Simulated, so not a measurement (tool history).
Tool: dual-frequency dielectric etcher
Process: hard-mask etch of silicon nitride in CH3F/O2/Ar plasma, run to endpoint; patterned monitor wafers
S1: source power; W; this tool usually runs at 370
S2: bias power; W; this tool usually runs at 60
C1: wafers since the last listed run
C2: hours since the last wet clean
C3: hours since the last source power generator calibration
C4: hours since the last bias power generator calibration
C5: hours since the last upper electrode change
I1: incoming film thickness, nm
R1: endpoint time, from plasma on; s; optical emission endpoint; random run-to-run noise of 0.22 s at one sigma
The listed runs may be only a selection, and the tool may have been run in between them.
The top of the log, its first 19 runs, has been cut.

run    hour   S1  S2    C1     C2      C3      C4      C5     I1    R1
 20  1298.8  290  64   887  273.3  2449.3  3067.1  2315.1  48.71  76.1
 21  1348.5  410  64   669  323.0  2499.0  3116.8  2364.8  48.46  67.5
     1398.3  -- upper electrode replaced
 22  1426.1  450  53   721  400.6  2576.6  3194.4    27.8  48.71  69.5
     1472.9  -- source power generator calibrated
     1524.4  -- wet clean of the chamber
     1525.5  -- bias power generator calibrated
 23  1533.9  400  56  1059    9.5    61.0     8.4   135.6  48.44  71.6
 24  1583.8  370  60   672   59.4   110.9    58.3   185.5  48.64  72.3
 25  1686.2  370  60  1379  161.8   213.3   160.7   287.9  48.55  72.0
 26  1749.5  430  72   852  225.1   276.6   224.0   351.2  48.40  63.9
 27  1857.2  410  48  1450  332.8   384.3   331.7   458.9  48.50  73.0
 28  1911.6  370  60   732  387.2   438.7   386.1   513.3  48.43  70.1
 29  2009.2  330  52  1314  484.8   536.3   483.7   610.9  49.01  76.8
 30  2061.5  290  74   704  537.1   588.6   536.0   663.2  48.48  70.5

What if the next run were any one of these 5? Each begins from the tool's condition after run 30:
  A  2061.9  300  60   5  537.5  589.0  536.4  663.6  48.68   ?
  B  2061.9  400  64   5  537.5  589.0  536.4  663.6  48.68   ?
  C  2061.9  400  60   5  537.5  589.0  536.4  663.6  48.68   ?
  D  2061.9  370  51   5  537.5  589.0  536.4  663.6  48.68   ?
  E  2061.9  450  49   5  537.5  589.0  536.4  663.6  48.68   ?

run    R1
  A  74.8
  B  66.8
  C  68.1
  D  73.2
  E  69.3
With the hidden condition removed and each run's random variation left untouched, the same runs would have given:
run    R1
  A  76.9
  B  68.7
  C  70.0
  D  75.3
  E  71.2
